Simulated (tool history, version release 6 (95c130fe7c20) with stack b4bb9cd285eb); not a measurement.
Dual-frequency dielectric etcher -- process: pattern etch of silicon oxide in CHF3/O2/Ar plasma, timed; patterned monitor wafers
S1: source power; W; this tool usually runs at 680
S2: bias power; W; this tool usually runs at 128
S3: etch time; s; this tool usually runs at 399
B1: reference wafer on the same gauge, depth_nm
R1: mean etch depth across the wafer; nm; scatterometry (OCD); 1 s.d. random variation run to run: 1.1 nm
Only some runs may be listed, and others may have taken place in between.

| run | day | S1 | S2 | S3 | B1 | R1 |
|---|---|---|---|---|---|---|
| 1 | 0 | 680 | 136 | 399 | 828.1 | 713.6 |
| 2 | 0.529 | 680 | 136 | 399 | 828.1 | 712.4 |
| 3 | 0.8 | 680 | 136 | 399 | 827.6 | 713.9 |
| 4 | 1.417 | 680 | 128 | 399 | 827.6 | 704.2 |
| 5 | 1.842 | 680 | 128 | 399 | 828.4 | 702.1 |
| 6 | 2.471 | 720 | 114 | 399 | 828.7 | 699 |
| 7 | 3.088 | 720 | 114 | 399 | 828.3 | 698.7 |
| 8 | 3.717 | 590 | 128 | 352 | 828 | 582.8 |
| 9 | 4.162 | 590 | 128 | 352 | 827.4 | 584.8 |
| 10 | 4.558 | 680 | 128 | 328 | 828 | 575.7 |
| 11 | 4.971 | 680 | 128 | 328 | 828 | 575.6 |
| 12 | 6.417 | 680 | 128 | 328 | 828.1 | 585.2 |
| 13 | 6.438 | 680 | 128 | 399 | 827.9 | 711.5 |
| 14 | 6.679 | 680 | 128 | 399 | 828.2 | 712.8 |
| 15 | 7.092 | 680 | 128 | 399 | 827.9 | 711.3 |
| 16 | 7.75 | 580 | 118 | 310 | 828.5 | 509.9 |
| 17 | 8.425 | 630 | 109 | 509.5 | 828.5 | 846.9 |
| 18 | 8.921 | 530 | 128 | 399 | 827.8 | 643.3 |
| 19 | 9.433 | 680 | 128 | 355 | 828.1 | 630.9 |
| 20 | 10.067 | 760 | 128 | 399 | 827.9 | 741.4 |
| 21 | 10.438 | 580 | 156 | 338 | 827.8 | 594.7 |
| 22 | 10.792 | 680 | 128 | 399 | 827.9 | 711.7 |
| 23 | 11.854 | 680 | 128 | 357.5 | 828.1 | 636.3 |
| 24 | 11.871 | 840 | 128 | 399 | 827.8 | 770.3 |
| 25 | 11.917 | 680 | 128 | 399 | 828 | 709.2 |
| 26 | 12.6 | 680 | 128 | 399 | 828.2 | 708.9 |
| 27 | 12.908 | 850 | 128 | 450.5 | 828.2 | 872.9 |
| 28 | 13.521 | 680 | 128 | 328 | 828.2 | 581.6 |
| 29 | 14.75 | 560 | 128 | 471.5 | 827.9 | 774 |
| 30 | 15.058 | 680 | 103 | 399 | 827.8 | 672.8 |

Put back what was entered between runs (5 entries, withheld): which listed runs does each sit between, and how does the hidden state differ from the listed run before to the listed run after?
Run 11 -> run 12: wet clean of the chamber (day 6.396)
  etch rate over this chamber's usual, %: -1.79 -> -0.0654
  what was measured, less what the result would be without the hidden state, R1: -10.4 -> -0.4 nm
Run 14 -> run 15: source power generator calibrated (day 7.071)
  etch rate over this chamber's usual, %: -0.0868 -> -0.12
  what was measured, less what the result would be without the hidden state, R1: -0.6 -> -0.8 nm
Run 17 -> run 18: bias power generator calibrated (day 8.817)
  etch rate over this chamber's usual, %: -0.229 -> -0.269
  what was measured, less what the result would be without the hidden state, R1: -2 -> -1.7 nm
Run 21 -> run 22: gauge calibrated (day 10.5)
  etch rate over this chamber's usual, %: -0.392 -> -0.421
  what was measured, less what the result would be without the hidden state, R1: -2.3 -> -3 nm
Run 22 -> run 23: upper electrode replaced (day 11.833)
  etch rate over this chamber's usual, %: -0.421 -> -0.507
  what was measured, less what the result would be without the hidden state, R1: -3 -> -3.2 nm

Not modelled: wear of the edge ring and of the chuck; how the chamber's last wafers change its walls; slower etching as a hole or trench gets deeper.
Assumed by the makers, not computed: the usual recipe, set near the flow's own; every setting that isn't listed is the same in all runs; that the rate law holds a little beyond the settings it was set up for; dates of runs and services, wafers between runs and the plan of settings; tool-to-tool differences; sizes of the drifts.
